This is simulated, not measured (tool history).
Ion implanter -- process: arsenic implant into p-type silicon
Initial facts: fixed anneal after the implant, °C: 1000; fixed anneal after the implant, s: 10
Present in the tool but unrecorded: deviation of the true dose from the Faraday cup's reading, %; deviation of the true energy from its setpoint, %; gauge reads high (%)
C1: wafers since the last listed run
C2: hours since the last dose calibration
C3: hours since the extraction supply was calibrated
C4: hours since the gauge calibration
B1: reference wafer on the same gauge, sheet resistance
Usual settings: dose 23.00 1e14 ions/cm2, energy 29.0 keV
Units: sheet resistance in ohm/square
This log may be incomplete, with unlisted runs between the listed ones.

Run 1, hour 0.0: usual settings; C1 0; C2 987.5; C3 3403.1; C4 223.6; B1 117.92. Result: sheet resistance 99.97 ohm/square.
Run 2, hour 45.6: usual settings; C1 830; C2 1033.1; C3 3448.7; C4 269.2; B1 117.97. Result: sheet resistance 100.33 ohm/square.
Run 3, hour 79.0: usual settings; C1 608; C2 1066.5; C3 3482.1; C4 302.6; B1 117.96. Result: sheet resistance 100.30 ohm/square.
Run 4, hour 108.7: usual settings; C1 540; C2 1096.2; C3 3511.8; C4 332.3; B1 118.07. Result: sheet resistance 100.29 ohm/square.
Run 5, hour 154.1: usual settings; C1 826; C2 1141.6; C3 3557.2; C4 377.7; B1 118.07. Result: sheet resistance 100.27 ohm/square.
Run 6, hour 210.1: usual settings; C1 1019; C2 1197.6; C3 3613.2; C4 433.7; B1 118.02. Result: sheet resistance 100.20 ohm/square.
Run 7, hour 340.6: usual settings; C1 2376; C2 1328.1; C3 3743.7; C4 564.2; B1 118.01. Result: sheet resistance 100.28 ohm/square.
At hour 390.7: gauge calibrated.
Run 8, hour 395.0: usual settings; C1 990; C2 1382.5; C3 3798.1; C4 4.3; B1 117.94. Result: sheet resistance 100.04 ohm/square.
Run 9, hour 441.9: usual settings; C1 853; C2 1429.4; C3 3845.0; C4 51.2; B1 117.97. Result: sheet resistance 100.13 ohm/square.
Run 10, hour 484.9: usual settings but energy 33.5 keV; C1 782; C2 1472.4; C3 3888.0; C4 94.2; B1 118.04. Result: sheet resistance 93.05 ohm/square.
At hour 531.7: Faraday cup replaced and dose calibrated.
Run 11, hour 532.2: usual settings but dose 26.01 1e14 ions/cm2; C1 715; C2 0.5; C3 3935.3; C4 141.5; B1 118.00. Result: sheet resistance 98.28 ohm/square.
Run 12, hour 569.9: usual settings but dose 25.27 1e14 ions/cm2, energy 32.5 keV; C1 686; C2 38.2; C3 3973.0; C4 179.2; B1 118.06. Result: sheet resistance 93.11 ohm/square.
Run 13, hour 619.4: usual settings but dose 17.16 1e14 ions/cm2, energy 38.0 keV; C1 901; C2 87.7; C3 4022.5; C4 228.7; B1 118.07. Result: sheet resistance 94.13 ohm/square.
Run 14, hour 651.5: usual settings; C1 584; C2 119.8; C3 4054.6; C4 260.8; B1 117.98. Result: sheet resistance 100.01 ohm/square.
At hour 666.5: extraction supply calibrated.
Run 15, hour 721.2: usual settings; C1 1123; C2 189.5; C3 54.7; C4 330.5; B1 118.01. Result: sheet resistance 101.93 ohm/square.
Run 16, hour 764.1: usual settings but dose 25.47 1e14 ions/cm2; C1 781; C2 232.4; C3 97.6; C4 373.4; B1 117.90. Result: sheet resistance 100.57 ohm/square.
Run 17, hour 832.3: usual settings but energy 25.0 keV; C1 1241; C2 300.6; C3 165.8; C4 441.6; B1 117.97. Result: sheet resistance 110.07 ohm/square.
Run 18, hour 867.1: usual settings but energy 21.5 keV; C1 633; C2 335.4; C3 200.6; C4 476.4; B1 117.98. Result: sheet resistance 117.81 ohm/square.
Run 19, hour 900.2: usual settings but dose 20.31 1e14 ions/cm2, energy 38.0 keV; C1 602; C2 368.5; C3 233.7; C4 509.5; B1 118.05. Result: sheet resistance 91.55 ohm/square.
Run 20, hour 1058.3: usual settings but dose 18.98 1e14 ions/cm2; C1 2878; C2 526.6; C3 391.8; C4 667.6; B1 117.96. Result: sheet resistance 104.95 ohm/square.

Below are 5 alternative next runs, each starting from the tool's condition after run 20. Predict each:
Run A, hour 1058.7: usual settings but energy 38.5 keV; C1 7; C2 527.0; C3 392.2; C4 668.0; B1 ?. Result: sheet resistance ?.
Run B, hour 1058.7: usual settings but energy 24.5 keV; C1 7; C2 527.0; C3 392.2; C4 668.0; B1 ?. Result: sheet resistance ?.
Run C, hour 1058.7: usual settings but energy 19.5 keV; C1 7; C2 527.0; C3 392.2; C4 668.0; B1 ?. Result: sheet resistance ?.
Run D, hour 1058.7: usual settings but dose 28.49 1e14 ions/cm2; C1 7; C2 527.0; C3 392.2; C4 668.0; B1 ?. Result: sheet resistance ?.
Run E, hour 1058.7: usual settings but dose 20.81 1e14 ions/cm2, energy 33.0 keV; C1 7; C2 527.0; C3 392.2; C4 668.0; B1 ?. Result: sheet resistance ?.

run      B1  sheet resistance
  A  117.99             88.70
  B  117.99            110.77
  C  117.99            123.12
  D  117.99             99.49
  E  117.99             97.24
The same runs, with their run-to-run variation unchanged, on a tool lacking any hidden condition would have given:
run  sheet resistance
  A             88.87
  B            110.98
  C            123.34
  D             99.70
  E             97.43

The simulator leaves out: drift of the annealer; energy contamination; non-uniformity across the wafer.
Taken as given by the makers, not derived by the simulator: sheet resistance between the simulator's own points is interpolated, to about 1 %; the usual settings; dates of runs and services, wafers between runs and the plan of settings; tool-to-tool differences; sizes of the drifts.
